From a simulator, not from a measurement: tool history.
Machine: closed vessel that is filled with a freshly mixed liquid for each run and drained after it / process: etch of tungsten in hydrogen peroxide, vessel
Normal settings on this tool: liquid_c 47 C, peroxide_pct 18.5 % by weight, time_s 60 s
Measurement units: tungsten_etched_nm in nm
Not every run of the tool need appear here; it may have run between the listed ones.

| run | day | liquid_c | peroxide_pct | time_s | wafers since the last listed run | hours since the thermometer was replaced | hours since the peroxide flow meter was replaced | hours since the drum of peroxide was connected | hours since the gauge calibration | read-back film thickness of the tungsten reference wafer, read on the same gauge (nm) | tungsten_etched_nm |
|---|---|---|---|---|---|---|---|---|---|---|---|
| 1 | 0 | 49.5 | 18.5 | 60 | 0 | 525.2 | 1765 | 599.3 | 795.8 | 130.01 | 147.09 |
| 2 | 4.25 | 49.5 | 18.5 | 60 | 9814 | 627.2 | 1867 | 701.3 | 897.8 | 130 | 146.86 |
|  | 5.088 | peroxide flow meter replaced |
| 3 | 8.717 | 49.5 | 18.5 | 60 | 10218 | 734.4 | 87.1 | 808.5 | 1005 | 130 | 145.3 |
| 4 | 10.283 | 47 | 18.5 | 60 | 3617 | 772 | 124.7 | 846.1 | 1042.6 | 130.03 | 123.23 |
| 5 | 13.392 | 47 | 18.5 | 60 | 7178 | 846.6 | 199.3 | 920.7 | 1117.2 | 130 | 124.75 |
| 6 | 17.554 | 47 | 18.5 | 60 | 9612 | 946.5 | 299.2 | 1020.6 | 1217.1 | 129.99 | 124.55 |
| 7 | 21.717 | 47 | 18.5 | 60 | 9612 | 1046.4 | 399.1 | 1120.5 | 1317 | 130.01 | 123.28 |
|  | 25.162 | new drum of peroxide connected |
| 8 | 25.375 | 47 | 18.5 | 60 | 8352 | 1134.2 | 486.9 | 5.1 | 1404.8 | 129.97 | 127.18 |
| 9 | 29.254 | 50.5 | 18.5 | 85 | 8958 | 1227.3 | 580 | 98.2 | 1497.9 | 129.99 | 228.28 |
| 10 | 33.175 | 50.5 | 18.5 | 85 | 9054 | 1321.4 | 674.1 | 192.3 | 1592 | 130.03 | 222.46 |
|  | 33.725 | gauge calibrated |
| 11 | 35.012 | 50.5 | 18.5 | 85 | 4243 | 1365.5 | 718.2 | 236.4 | 30.9 | 129.97 | 223.21 |
| 12 | 39.217 | 41.5 | 18.5 | 75 | 9708 | 1466.4 | 819.1 | 337.3 | 131.8 | 130.01 | 111.58 |
| 13 | 41.467 | 41.5 | 18.5 | 75 | 5195 | 1520.4 | 873.1 | 391.3 | 185.8 | 130 | 110.86 |
| 14 | 44.808 | 50 | 18.5 | 30 | 7716 | 1600.6 | 953.3 | 471.5 | 266 | 130 | 76.38 |
| 15 | 47.217 | 47 | 18.5 | 60 | 5561 | 1658.4 | 1011.1 | 529.3 | 323.8 | 130.02 | 124.35 |
| 16 | 50.658 | 52 | 18.5 | 50 | 7947 | 1741 | 1093.7 | 611.9 | 406.4 | 130 | 141.78 |
| 17 | 53.329 | 47 | 18.5 | 60 | 6167 | 1805.1 | 1157.8 | 676 | 470.5 | 129.97 | 125.58 |
| 18 | 57.033 | 47 | 16.5 | 60 | 8554 | 1894 | 1246.7 | 764.9 | 559.4 | 129.99 | 118.06 |
| 19 | 60.25 | 47 | 18.5 | 60 | 7428 | 1971.2 | 1323.9 | 842.1 | 636.6 | 130.01 | 124.98 |
|  | 61.55 | thermometer replaced |
| 20 | 63.508 | 47 | 18.5 | 60 | 7428 | 47 | 1402.1 | 920.3 | 714.8 | 130 | 124.62 |
| 21 | 65.583 | 51.5 | 18.5 | 90 | 4791 | 96.8 | 1451.9 | 970.1 | 764.6 | 129.98 | 242.99 |
| 22 | 68.917 | 47 | 13.5 | 60 | 7697 | 176.8 | 1531.9 | 1050.1 | 844.6 | 130 | 106.67 |
| 23 | 70.988 | 39.5 | 20.5 | 35 | 4782 | 226.5 | 1581.6 | 1099.8 | 894.3 | 129.99 | 47.48 |
|  | 73.267 | peroxide flow meter replaced |
|  | 74.496 | new drum of peroxide connected |
| 24 | 75.321 | 47 | 18.5 | 60 | 9814 | 330.5 | 49.3 | 19.8 | 998.3 | 130.02 | 126.76 |
| 25 | 77.954 | 47 | 18.5 | 30 | 6081 | 393.7 | 112.5 | 83 | 1061.5 | 130 | 64.3 |
| 26 | 80.138 | 44 | 23 | 50 | 5042 | 446.1 | 164.9 | 135.4 | 1113.9 | 130 | 98.43 |
| 27 | 83.646 | 39.5 | 17 | 60 | 8101 | 530.3 | 249.1 | 219.6 | 1198.1 | 130 | 77.06 |
| 28 | 86.912 | 47 | 18.5 | 60 | 7543 | 608.7 | 327.5 | 298 | 1276.5 | 130 | 124.37 |
|  | 87.883 | gauge calibrated |
| 29 | 90.325 | 47 | 18.5 | 70 | 7880 | 690.6 | 409.4 | 379.9 | 58.6 | 129.99 | 144.46 |
| 30 | 99.375 | 54 | 18.5 | 40 | 20899 | 907.8 | 626.6 | 597.1 | 275.8 | 129.97 | 130.05 |
| 31 | 103.008 | 44 | 23 | 50 | 8390 | 995 | 713.8 | 684.3 | 363 | 130.02 | 97.15 |

Branching from run 31: 3 alternative next runs. What would each branch give?
| A | 103.038 | 47 | 18.5 | 60 | 67 | 995.7 | 714.5 | 685 | 363.7 | ? | ? |
| B | 103.038 | 47 | 16 | 30 | 67 | 995.7 | 714.5 | 685 | 363.7 | ? | ? |
| C | 103.038 | 41 | 13 | 70 | 67 | 995.7 | 714.5 | 685 | 363.7 | ? | ? |

| run | read-back film thickness of the tungsten reference wafer, read on the same gauge (nm) | tungsten_etched_nm |
|---|---|---|
| A | 130.01 | 124.93 |
| B | 130.01 | 58.09 |
| C | 130.01 | 83.49 |
Without the tool's unlogged condition, the same runs would have read:
| run | tungsten_etched_nm |
|---|---|
| A | 127.67 |
| B | 59.36 |
| C | 85.32 |
